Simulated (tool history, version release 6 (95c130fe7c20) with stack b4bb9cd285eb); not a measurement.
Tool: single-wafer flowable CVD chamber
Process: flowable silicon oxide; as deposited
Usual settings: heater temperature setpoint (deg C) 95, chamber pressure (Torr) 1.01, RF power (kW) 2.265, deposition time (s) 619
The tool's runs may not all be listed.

run	hour	heater temperature setpoint (deg C)	chamber pressure (Torr)	RF power (kW)	deposition time (s)	wafers since the last listed run	hours since the last thermocouple change	hours since the last RF generator calibration	hours since the last manometer calibration	hours since the showerhead was replaced	hours since the gauge calibration	read-back reference wafer on the same gauge, thickness_nm	mean film thickness on the monitor wafer (Å)
1	0	99	1.15	2.265	619	0	1404.4	1178.4	1878.5	2685.1	410.8	578.966	5686
2	91.8	99	1.15	2.265	619	197	1496.2	1270.2	1970.3	2776.9	502.6	579.841	5683.68
3	145.5	95	1.01	2.265	529	115	1549.9	1323.9	2024	2830.6	556.3	578.562	4953.53
4	196.2	95	1.01	2.265	619	109	1600.6	1374.6	2074.7	2881.3	607	578.873	5804.73
5	248	95	1.01	2.265	619	111	1652.4	1426.4	2126.5	2933.1	658.8	579.663	5799.92
6	331.9	95	1.01	2.265	619	180	1736.3	1510.3	2210.4	3017	742.7	578.968	5768.13
7	380.2	95	1.01	2.265	619	103	1784.6	1558.6	2258.7	3065.3	791	579.435	5768.92
8	449.8	95	1.01	2.265	619	149	1854.2	1628.2	2328.3	3134.9	860.6	578.764	5784.01
9	490.1	95	1.01	2.265	619	86	1894.5	1668.5	2368.6	3175.2	900.9	579.137	5769.52
# hour 501.9: gauge calibrated
10	575.6	95	1.01	2.265	557	183	1980	1754	2454.1	3260.7	73.7	578.888	5162.88
# hour 616.5: RF generator calibrated
11	638.6	95	1.01	2.265	619	118	2043	22.1	2517.1	3323.7	136.7	579.281	5745.31
12	689.6	95	0.95	2.265	534	109	2094	73.1	2568.1	3374.7	187.7	579.116	4668.84
13	726.8	101	1.01	2.645	619	80	2131.2	110.3	2605.3	3411.9	224.9	579.6	4701.07
# hour 749.7: showerhead replaced
# hour 776.1: thermocouple changed; heater temperature recalibrated
14	811.3	95	1.01	2.265	619	147	35.2	194.8	2689.8	61.6	309.4	579.382	5756.76
# hour 851.7: capacitance manometer re-zeroed and calibrated
15	874.1	107	1.19	2.64	619	117	98	257.6	22.4	124.4	372.2	578.775	4553.9
16	965.7	95	1.01	2.265	619	197	189.6	349.2	114	216	463.8	578.791	5948.71
17	1223.1	104	1.17	2.265	531	553	447	606.6	371.4	473.4	721.2	579.375	4178.96
18	1329.5	82	1.01	1.915	657	228	553.4	713	477.8	579.8	827.6	578.771	9518.19
19	1395.2	95	1.01	2.265	619	141	619.1	778.7	543.5	645.5	893.3	579.276	5911.77
# hour 1418.1: gauge calibrated
20	1475.5	82	1.12	2.125	543	172	699.4	859	623.8	725.8	57.4	579.487	8833.05
21	1534.1	95	1.01	2.525	619	126	758	917.6	682.4	784.4	116	578.509	6006.47

Hidden state or all else? Some run-to-run changes of mean film thickness on the monitor wafer (Å), split into what the settings, what came in and random variation would give without the hidden state, and what is left for the hidden state (with any gauge scatter that isn't in both results):
The hidden state here: wafer temperature above the value expected at the setpoint (K); delivered RF power above the setpoint (%); true pressure above the setpoint (%); gauge reads high (%).
Run 13 -> 14: heater temperature setpoint (deg C) 101 -> 95, RF power (kW) 2.645 -> 2.265, showerhead replaced, thermocouple changed; heater temperature recalibrated. mean film thickness on the monitor wafer (Å) +1055.69: hidden state -46.92, all else +1102.61.
Run 14 -> 15: heater temperature setpoint (deg C) 95 -> 107, chamber pressure (Torr) 1.01 -> 1.19, RF power (kW) 2.265 -> 2.64, capacitance manometer re-zeroed and calibrated. mean film thickness on the monitor wafer (Å) -1202.86: hidden state +228.62, all else -1431.48.
Run 17 -> 18: heater temperature setpoint (deg C) 104 -> 82, chamber pressure (Torr) 1.17 -> 1.01, RF power (kW) 2.265 -> 1.915, deposition time (s) 531 -> 657. mean film thickness on the monitor wafer (Å) +5339.23: hidden state -34.39, all else +5373.62.
Run 18 -> 19: heater temperature setpoint (deg C) 82 -> 95, RF power (kW) 1.915 -> 2.265, deposition time (s) 657 -> 619. mean film thickness on the monitor wafer (Å) -3606.42: hidden state +9.71, all else -3616.13.
